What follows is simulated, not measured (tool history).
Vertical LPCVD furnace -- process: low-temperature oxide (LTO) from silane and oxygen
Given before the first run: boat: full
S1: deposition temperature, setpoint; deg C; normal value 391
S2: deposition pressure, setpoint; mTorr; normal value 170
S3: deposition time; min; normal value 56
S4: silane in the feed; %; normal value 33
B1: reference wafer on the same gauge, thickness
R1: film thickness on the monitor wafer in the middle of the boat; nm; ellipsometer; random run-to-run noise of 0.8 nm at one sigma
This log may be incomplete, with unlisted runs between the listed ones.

run	day	S1	S2	S3	S4	B1	R1
1	0	391	170	56	33	318.76	318.69
2	3.167	391	170	56	33	319.13	320.37
3	4.333	391	170	56	33	319.12	321.49
4	5.117	391	170	56	33	318.91	320.25
5	5.671	391	170	56	33	318.86	319.61
6	8.912	391	170	56	33	319.11	320.51
7	10.146	391	170	56	33	319.21	320.73
8	11.121	394	170	56	33	319.5	334.38
9	11.667	394	170	56	33	318.9	333.44
10	13.121	391	170	56	33	319.47	323.87
11	14.542	391	170	56	33	319.27	321.44
12	15.688	391	170	56	33	319.32	322.47
# day 17.275: pressure gauge zeroed
13	17.296	391	170	56	33	318.89	311.99
14	17.458	391	170	56	33	318.7	310.53
# day 18.862: silane flow controller replaced
15	18.883	391	170	56	33	318.71	312.04
16	19.046	391	205	56	33	319.23	375.87
17	19.367	381	170	56	33	319.04	275.94
18	19.904	401	170	39.5	33	318.91	247.08
19	21.012	391	170	56	27	318.71	231.3
20	21.883	391	170	56	33	319.1	312.04
# day 22.346: gauge calibrated
21	22.683	391	170	72	27	319.06	298.85
# day 24.562: thermocouples replaced and temperature profile calibrated
22	24.583	391	135	56	33	318.95	237.64
23	24.746	400	190	64.5	28	319.19	336.69
24	24.946	403	185	56	36	319.32	421.76
25	28.192	385	170	48	29	318.98	197.59
26	29.35	394	170	56	33	318.6	311.64
27	30.112	396	170	56	27	318.99	238.9
28	31.312	391	150	40.5	33	318.95	191.6
29	31.821	395	140	70.5	28	319.13	258.33
30	32.708	391	170	56	31	318.87	276.53
31	34.1	391	170	56	33	318.71	300.47
32	34.754	391	145	56	38	319.08	312.81

Forecast each of these 3 alternatives for the next run:
A	34.921	391	170	56	28	?	?
B	34.921	399	205	56	33	?	?
C	34.921	398	135	69	37	?	?

run	B1	R1
A	318.95	235.98
B	318.95	397.46
C	318.95	374.29
Without the tool's hidden state the same runs would have given:
run	R1
A	230.57
B	389.63
C	364.33
